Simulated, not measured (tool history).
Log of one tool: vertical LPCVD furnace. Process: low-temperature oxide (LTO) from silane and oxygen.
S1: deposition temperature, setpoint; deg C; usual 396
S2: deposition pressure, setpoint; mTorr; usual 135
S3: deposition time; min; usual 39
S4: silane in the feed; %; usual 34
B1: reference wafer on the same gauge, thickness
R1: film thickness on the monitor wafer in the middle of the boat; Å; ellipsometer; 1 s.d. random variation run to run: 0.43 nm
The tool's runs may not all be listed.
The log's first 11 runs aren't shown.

run   hour   S1   S2    S3  S4      B1      R1
 12  381.2  396  135    39  34  157.09  1891.7
 13  398.9  396  135    39  34  156.98  1885.6
 14  421.2  396  135    39  34  157.01  1882.4
 15    447  396  135    39  34  156.99    1890
 16  463.1  396  150  33.5  40  157.03  2225.5
 17  492.8  396  135    39  34  156.88    1881
     542.6  -- silane flow controller replaced
 18  543.1  396  150  54.5  34  157.06  2938.7
 19  549.3  387  135    39  29  157.08  1338.6
     594.4  -- thermocouples replaced and temperature profile calibrated
 20  594.9  396  135    39  34  156.99    1895
 21    600  386  155    48  32  157.07  2162.4
 22  618.7  396  115    39  30  156.94  1345.5
 23  635.5  396  135    34  27     157  1174.8
 24  656.7  396  135    39  34  156.94  1889.6
 25  690.3  396  135    39  29  156.96    1502
 26  717.2  387  145    39  34  156.98  1818.7
       724  -- gauge calibrated
 27    753  396  110    52  27     157  1469.4
 28  787.1  396  135    39  34  156.94  1892.6
 29  807.9  396  120    39  34  157.02  1676.9
 30    832  396  135    39  31  157.09    1661
 31  918.6  400  125    26  40  156.92  1511.6

Consider 3 possible next runs. They are alternatives, not a sequence: every one starts from the tool as it was left by run 31. What does each give?
  A  923.8  396  115  39  34   ?   ?
  B  923.8  396  135  32  34   ?   ?
  C  923.8  405  105  53  39   ?   ?

run   B1      R1
  A  157  1622.7
  B  157  1560.3
  C  157  2664.9
Take away the tool's hidden state, keep each run's random variation, and the runs would have read:
run      R1
  A  1603.8
  B  1544.8
  C    2631
